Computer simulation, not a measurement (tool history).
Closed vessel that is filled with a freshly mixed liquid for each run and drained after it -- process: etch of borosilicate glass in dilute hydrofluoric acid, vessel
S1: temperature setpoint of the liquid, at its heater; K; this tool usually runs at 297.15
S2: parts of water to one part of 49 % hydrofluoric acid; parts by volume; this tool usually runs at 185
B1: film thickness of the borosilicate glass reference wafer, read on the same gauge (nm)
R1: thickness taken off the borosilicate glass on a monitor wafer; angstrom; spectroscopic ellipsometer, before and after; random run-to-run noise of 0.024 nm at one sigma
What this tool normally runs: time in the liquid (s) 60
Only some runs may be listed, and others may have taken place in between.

Run 1, hour 0: usual settings but time in the liquid (s) 70; B1 110.02. Result: R1 87.8 angstrom.
Run 2, hour 53.4: usual settings; B1 110. Result: R1 75.2 angstrom.
Run 3, hour 105.1: usual settings; B1 109.99. Result: R1 75.4 angstrom.
Run 4, hour 142.4: usual settings but S2 150 parts by volume; B1 109.99. Result: R1 96.8 angstrom.
Run 5, hour 181.5: usual settings but S2 150 parts by volume; B1 110. Result: R1 97.2 angstrom.
Run 6, hour 217.6: usual settings; B1 110. Result: R1 75.7 angstrom.
Run 7, hour 267.5: usual settings but S2 150 parts by volume, time in the liquid (s) 70; B1 109.99. Result: R1 113.5 angstrom.
Run 8, hour 316.7: usual settings but S2 150 parts by volume, time in the liquid (s) 70; B1 109.99. Result: R1 113.6 angstrom.
Run 9, hour 402: usual settings but S2 150 parts by volume, time in the liquid (s) 70; B1 110. Result: R1 113.9 angstrom.
At hour 467.8: hydrofluoric acid flow meter replaced.
Run 10, hour 468.3: usual settings; B1 109.97. Result: R1 75.6 angstrom.
Run 11, hour 503.2: usual settings; B1 109.98. Result: R1 75.9 angstrom.
Run 12, hour 557.9: usual settings; B1 109.99. Result: R1 76.1 angstrom.
Run 13, hour 661.1: usual settings but S1 299.15 K, time in the liquid (s) 80; B1 110.02. Result: R1 109 angstrom.
At hour 695: gauge calibrated.
Run 14, hour 719.9: usual settings; B1 110. Result: R1 76.3 angstrom.
Run 15, hour 746.3: usual settings; B1 109.99. Result: R1 76.3 angstrom.
Run 16, hour 789: usual settings but S1 295.15 K, S2 125 parts by volume, time in the liquid (s) 45; B1 109.99. Result: R1 84.6 angstrom.
Run 17, hour 835.7: usual settings but S2 130 parts by volume, time in the liquid (s) 30; B1 110. Result: R1 58.3 angstrom.
Run 18, hour 885.2: usual settings but S1 292.15 K, S2 210 parts by volume, time in the liquid (s) 45; B1 110.02. Result: R1 40.9 angstrom.
Run 19, hour 940.2: usual settings; B1 110. Result: R1 76.8 angstrom.
Run 20, hour 968: usual settings but S2 110 parts by volume, time in the liquid (s) 50; B1 110. Result: R1 117.6 angstrom.
Run 21, hour 996: usual settings but S1 293.65 K, S2 260 parts by volume, time in the liquid (s) 45; B1 110. Result: R1 33.4 angstrom.
At hour 1028.9: thermometer replaced.
Run 22, hour 1035.2: usual settings but S1 295.15 K, S2 145 parts by volume, time in the liquid (s) 30; B1 110. Result: R1 49.2 angstrom.
Run 23, hour 1076.1: usual settings but S1 299.15 K, S2 100 parts by volume, time in the liquid (s) 35; B1 110. Result: R1 102.8 angstrom.
Run 24, hour 1122.8: usual settings; B1 110. Result: R1 79.3 angstrom.
Run 25, hour 1177: usual settings but S1 300.65 K, time in the liquid (s) 40; B1 110. Result: R1 59.8 angstrom.
Run 26, hour 1205: usual settings but S1 299.15 K, S2 100 parts by volume, time in the liquid (s) 35; B1 110.02. Result: R1 103.1 angstrom.
Run 27, hour 1252.8: usual settings but time in the liquid (s) 95; B1 109.99. Result: R1 126.2 angstrom.
Run 28, hour 1453: usual settings but S2 100 parts by volume; B1 110. Result: R1 163 angstrom.
At hour 1455: thermometer replaced, repeated, since the last time left the tool worse.
Run 29, hour 1522.6: usual settings; B1 110.01. Result: R1 74.2 angstrom.
Run 30, hour 1565.7: usual settings but S2 255 parts by volume, time in the liquid (s) 95; B1 110.01. Result: R1 79.1 angstrom.
Run 31, hour 1635.4: usual settings but S1 295.65 K, S2 145 parts by volume; B1 109.98. Result: R1 93.2 angstrom.
Run 32, hour 1676.5: usual settings but S1 298.65 K, S2 215 parts by volume, time in the liquid (s) 40; B1 109.98. Result: R1 43.4 angstrom.
Run 33, hour 1736.1: usual settings but S1 293.15 K, S2 220 parts by volume, time in the liquid (s) 40; B1 110.01. Result: R1 34.5 angstrom.
Run 34, hour 1783.2: usual settings; B1 110.02. Result: R1 74.3 angstrom.

Measured result minus the same run's result without the hidden state. Both carry the same run-to-run variation, though not necessarily the same gauge scatter:
The tool's hidden condition here consists of: liquid hotter than its thermometer reads (K); hydrofluoric acid flow below the setpoint (%); gauge reads high (%).
run     R1
  1   +1.9
  2   +1.7
  3   +1.7
  4   +2.4
  5   +2.4
  6   +1.8
  7   +3.1
  8   +3.2
  9   +3.3
 10   +2.2
 11   +2.2
 12   +2.4
 13   +3.5
 14   +2.6
 15   +2.7
 16   +3.2
 17   +2.1
 18   +1.5
 19   +2.9
 20   +4.7
 21   +1.3
 22   +3.6
 23   +7.5
 24   +5.6
 25   +4.2
 26   +7.8
 27   +9.2
 28  +13.2
 29   +0.1
 30   +0.1
 31   +0.4
 32   +0.2
 33   +0.2
 34   +0.5
